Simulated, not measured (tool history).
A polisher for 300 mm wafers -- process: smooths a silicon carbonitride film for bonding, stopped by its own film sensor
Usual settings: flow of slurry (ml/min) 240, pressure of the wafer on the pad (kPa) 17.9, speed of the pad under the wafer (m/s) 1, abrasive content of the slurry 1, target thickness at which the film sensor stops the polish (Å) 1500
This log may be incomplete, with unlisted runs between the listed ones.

run    hour  flow of slurry (ml/min)  pressure of the wafer on the pad (kPa)  speed of the pad under the wafer (m/s)  abrasive content of the slurry  target thickness at which the film sensor stops the polish (Å)  incoming thickness of the incoming film, nm  time until the film sensor stopped the polish (s)
  1       0                      240                                    17.9                                       1                               1                                                            1500                                        189.7                                              124.7
  2    42.1                      240                                    17.9                                       1                               1                                                            1500                                        190.8                                              128.7
  3   145.7                      240                                    17.9                                       1                               1                                                            1500                                        191.3                                              124.8
  4   197.5                      240                                    17.9                                    1.26                               1                                                            1500                                        190.8                                              109.9
  5   283.7                      240                                    14.5                                       1                               1                                                            1500                                        192.4                                              160.5
  6   354.6                      240                                    17.9                                    0.84                               1                                                            1500                                        189.6                                              139.1
  7   406.3                      240                                    17.9                                       1                               1                                                            1500                                        190.5                                              127.2
  8   511.7                      240                                    17.9                                       1                               1                                                            1500                                        186.9                                              114.6
  9   576.2                      240                                    17.9                                       1                               1                                                            1500                                          191                                              130.8
 10   637.6                      240                                    17.9                                       1                               1                                                            1500                                          191                                              129.6
 11   691.2                      240                                    17.9                                       1                               1                                                            1500                                        189.7                                              121.6
 12     737                      240                                    15.2                                       1                               1                                                            1500                                          189                                              148.4
 13   812.7                      240                                    15.2                                       1                               1                                                            1500                                        187.7                                              138.3
 14   904.6                      240                                    17.9                                       1                               1                                                            1500                                        192.8                                              134.3
 15     959                      240                                    11.7                                       1                               1                                                            1610                                        191.1                                              145.1
 16  1056.6                      240                                    17.9                                       1                               1                                                            1500                                        190.8                                              129.6
 17  1154.8                      195                                    20.7                                       1                               1                                                            1500                                        189.8                                              111.6
 18  1243.3                      240                                    17.9                                       1                               1                                                            1500                                        189.9                                              123.6
 19    1331                      275                                    17.9                                    1.36                             0.9                                                            1500                                        190.1                                              106.7
 20  1420.3                      240                                    22.1                                     0.8                               1                                                            1500                                        193.4                                              129.7
 21  1507.9                      240                                    17.9                                       1                               1                                                            1500                                        190.5                                              124.2
 22  1673.1                      240                                    13.8                                    1.24                             1.1                                                            1400                                        191.1                                              168.6
 23  1753.9                      285                                    17.9                                    0.66                               1                                                            1500                                          191                                              164.4
 24  1838.8                      240                                    15.9                                    0.66                               1                                                            1460                                        188.3                                              196.4
 25  1895.7                      240                                    17.9                                    1.12                             0.9                                                            1500                                        191.2                                              126.8
 26  1956.2                      240                                    17.9                                       1                               1                                                            1500                                        191.7                                              132.9
 27  2030.1                      240                                    17.9                                       1                               1                                                            1500                                        191.6                                              130.6
 28  2083.1                      190                                    22.8                                       1                             1.1                                                            1610                                        193.4                                                 79
 29  2119.3                      240                                    17.9                                    0.82                               1                                                            1500                                        188.8                                              144.1
 30  2190.5                      265                                    17.9                                       1                               1                                                            1380                                        190.1                                              157.8

Withheld: 13 entries from between the runs. Position of each, and hidden state at the listed run before versus the listed run after:
Runs 1 to 2: slurry blender recalibrated (hour 3.3)
  the hidden state is the same at both runs
Runs 3 to 4: worn pad replaced by a new one (hour 184.7)
  the hidden state is the same at both runs
Runs 7 to 8: slurry blender recalibrated (hour 436.8)
  the hidden state is the same at both runs
Runs 9 to 10: slurry nozzle cleaned (hour 628.7)
  the hidden state is the same at both runs
Runs 11 to 12: worn pad replaced by a new one (hour 714.4)
  the hidden state is the same at both runs
Runs 15 to 16: slurry blender recalibrated (hour 980.5)
  the hidden state is the same at both runs
Runs 16 to 17: worn pad replaced by a new one (hour 1153.2)
  the hidden state is the same at both runs
Runs 17 to 18: head pressure recalibrated (hour 1168.7)
  the hidden state is the same at both runs
Runs 19 to 20: slurry nozzle cleaned (hour 1366.3)
  the hidden state is the same at both runs
Runs 20 to 21: slurry blender recalibrated (hour 1470.6)
  the hidden state is the same at both runs
Runs 21 to 22: worn pad replaced by a new one (hour 1621.2)
  the hidden state is the same at both runs
Runs 26 to 27: slurry blender recalibrated (hour 1958.6)
  the hidden state is the same at both runs
Runs 28 to 29: worn pad replaced by a new one (hour 2090.1)
  the hidden state is the same at both runs
